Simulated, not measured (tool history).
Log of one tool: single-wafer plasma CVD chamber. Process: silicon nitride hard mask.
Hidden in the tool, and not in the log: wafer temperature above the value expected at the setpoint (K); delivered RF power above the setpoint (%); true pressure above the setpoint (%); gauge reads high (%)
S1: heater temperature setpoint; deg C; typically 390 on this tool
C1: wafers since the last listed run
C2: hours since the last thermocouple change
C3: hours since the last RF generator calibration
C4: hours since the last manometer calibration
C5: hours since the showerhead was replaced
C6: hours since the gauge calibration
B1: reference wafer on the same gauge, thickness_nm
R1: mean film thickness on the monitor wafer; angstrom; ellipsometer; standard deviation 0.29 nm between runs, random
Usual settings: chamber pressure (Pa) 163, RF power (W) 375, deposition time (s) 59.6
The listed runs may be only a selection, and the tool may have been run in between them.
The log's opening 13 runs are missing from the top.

{"run": 14, "day": 12.833, "S1": 390, "chamber pressure (Pa)": 163, "RF power (W)": 375, "deposition time (s)": 59.6, "C1": 264, "C2": 73.0, "C3": 1307.8, "C4": 236.8, "C5": 5007.4, "C6": 838.6, "B1": 73.836, "R1": 654.69}
{"day": 13.471, "done": "gauge calibrated"}
{"day": 13.983, "done": "RF generator calibrated"}
{"run": 15, "day": 14.121, "S1": 390, "chamber pressure (Pa)": 163, "RF power (W)": 375, "deposition time (s)": 59.6, "C1": 230, "C2": 103.9, "C3": 3.3, "C4": 267.7, "C5": 5038.3, "C6": 15.6, "B1": 73.766, "R1": 661.49}
{"run": 16, "day": 15.504, "S1": 405, "chamber pressure (Pa)": 163, "RF power (W)": 375, "deposition time (s)": 59.6, "C1": 334, "C2": 137.1, "C3": 36.5, "C4": 300.9, "C5": 5071.5, "C6": 48.8, "B1": 73.839, "R1": 652.15}
{"run": 17, "day": 16.825, "S1": 390, "chamber pressure (Pa)": 163, "RF power (W)": 330, "deposition time (s)": 68.7, "C1": 319, "C2": 168.8, "C3": 68.2, "C4": 332.6, "C5": 5103.2, "C6": 80.5, "B1": 73.856, "R1": 684.38}
{"run": 18, "day": 17.65, "S1": 399, "chamber pressure (Pa)": 163, "RF power (W)": 420, "deposition time (s)": 59.6, "C1": 199, "C2": 188.6, "C3": 88.0, "C4": 352.4, "C5": 5123.0, "C6": 100.3, "B1": 73.803, "R1": 703.57}
{"day": 18.996, "done": "showerhead replaced, of another model than before"}
{"run": 19, "day": 19.012, "S1": 404, "chamber pressure (Pa)": 163, "RF power (W)": 325, "deposition time (s)": 66.8, "C1": 248, "C2": 221.3, "C3": 120.7, "C4": 385.1, "C5": 0.4, "C6": 133.0, "B1": 73.796, "R1": 686.7}
{"run": 20, "day": 20.342, "S1": 390, "chamber pressure (Pa)": 163, "RF power (W)": 400, "deposition time (s)": 59.6, "C1": 321, "C2": 253.2, "C3": 152.6, "C4": 417.0, "C5": 32.3, "C6": 164.9, "B1": 73.737, "R1": 673.19}
{"run": 21, "day": 20.867, "S1": 390, "chamber pressure (Pa)": 163, "RF power (W)": 330, "deposition time (s)": 59.6, "C1": 126, "C2": 265.8, "C3": 165.2, "C4": 429.6, "C5": 44.9, "C6": 177.5, "B1": 73.791, "R1": 624.93}
{"run": 22, "day": 22.054, "S1": 390, "chamber pressure (Pa)": 163, "RF power (W)": 375, "deposition time (s)": 59.6, "C1": 287, "C2": 294.3, "C3": 193.7, "C4": 458.1, "C5": 73.4, "C6": 206.0, "B1": 73.87, "R1": 662.0}
{"run": 23, "day": 22.767, "S1": 402, "chamber pressure (Pa)": 163, "RF power (W)": 340, "deposition time (s)": 49.5, "C1": 172, "C2": 311.4, "C3": 210.8, "C4": 475.2, "C5": 90.5, "C6": 223.1, "B1": 73.798, "R1": 521.19}
{"run": 24, "day": 24.158, "S1": 398, "chamber pressure (Pa)": 163, "RF power (W)": 340, "deposition time (s)": 55.5, "C1": 336, "C2": 344.8, "C3": 244.2, "C4": 508.6, "C5": 123.9, "C6": 256.5, "B1": 73.721, "R1": 580.47}
{"run": 25, "day": 24.729, "S1": 390, "chamber pressure (Pa)": 163, "RF power (W)": 375, "deposition time (s)": 59.6, "C1": 138, "C2": 358.5, "C3": 257.9, "C4": 522.3, "C5": 137.6, "C6": 270.2, "B1": 73.791, "R1": 657.13}
{"run": 26, "day": 25.912, "S1": 390, "chamber pressure (Pa)": 163, "RF power (W)": 375, "deposition time (s)": 59.6, "C1": 286, "C2": 386.9, "C3": 286.3, "C4": 550.7, "C5": 166.0, "C6": 298.6, "B1": 73.762, "R1": 656.31}
{"run": 27, "day": 27.283, "S1": 390, "chamber pressure (Pa)": 163, "RF power (W)": 375, "deposition time (s)": 59.6, "C1": 331, "C2": 419.8, "C3": 319.2, "C4": 583.6, "C5": 198.9, "C6": 331.5, "B1": 73.723, "R1": 654.99}
{"run": 28, "day": 27.808, "S1": 390, "chamber pressure (Pa)": 195, "RF power (W)": 330, "deposition time (s)": 51.8, "C1": 126, "C2": 432.4, "C3": 331.8, "C4": 596.2, "C5": 211.5, "C6": 344.1, "B1": 73.713, "R1": 556.8}
{"run": 29, "day": 29.221, "S1": 390, "chamber pressure (Pa)": 163, "RF power (W)": 375, "deposition time (s)": 59.6, "C1": 341, "C2": 466.3, "C3": 365.7, "C4": 630.1, "C5": 245.4, "C6": 378.0, "B1": 73.764, "R1": 656.2}
{"run": 30, "day": 30.342, "S1": 385, "chamber pressure (Pa)": 147, "RF power (W)": 435, "deposition time (s)": 52.5, "C1": 271, "C2": 493.2, "C3": 392.6, "C4": 657.0, "C5": 272.3, "C6": 404.9, "B1": 73.945, "R1": 604.72}

Alternative continuations, all from the tool just after run 30; predict every row:
{"run": "A", "day": 30.358, "S1": 390, "chamber pressure (Pa)": 163, "RF power (W)": 345, "deposition time (s)": 59.6, "C1": 4, "C2": 493.6, "C3": 393.0, "C4": 657.4, "C5": 272.7, "C6": 405.3, "B1": "?", "R1": "?"}
{"run": "B", "day": 30.358, "S1": 390, "chamber pressure (Pa)": 163, "RF power (W)": 440, "deposition time (s)": 59.6, "C1": 4, "C2": 493.6, "C3": 393.0, "C4": 657.4, "C5": 272.7, "C6": 405.3, "B1": "?", "R1": "?"}
{"run": "C", "day": 30.358, "S1": 390, "chamber pressure (Pa)": 179, "RF power (W)": 375, "deposition time (s)": 53.1, "C1": 4, "C2": 493.6, "C3": 393.0, "C4": 657.4, "C5": 272.7, "C6": 405.3, "B1": "?", "R1": "?"}

run=A B1=73.782 R1=633.00
run=B B1=73.782 R1=697.58
run=C B1=73.782 R1=590.36
Had the tool no hidden state, the same runs would have come out as:
run=A R1=637.24
run=B R1=702.25
run=C R1=594.32

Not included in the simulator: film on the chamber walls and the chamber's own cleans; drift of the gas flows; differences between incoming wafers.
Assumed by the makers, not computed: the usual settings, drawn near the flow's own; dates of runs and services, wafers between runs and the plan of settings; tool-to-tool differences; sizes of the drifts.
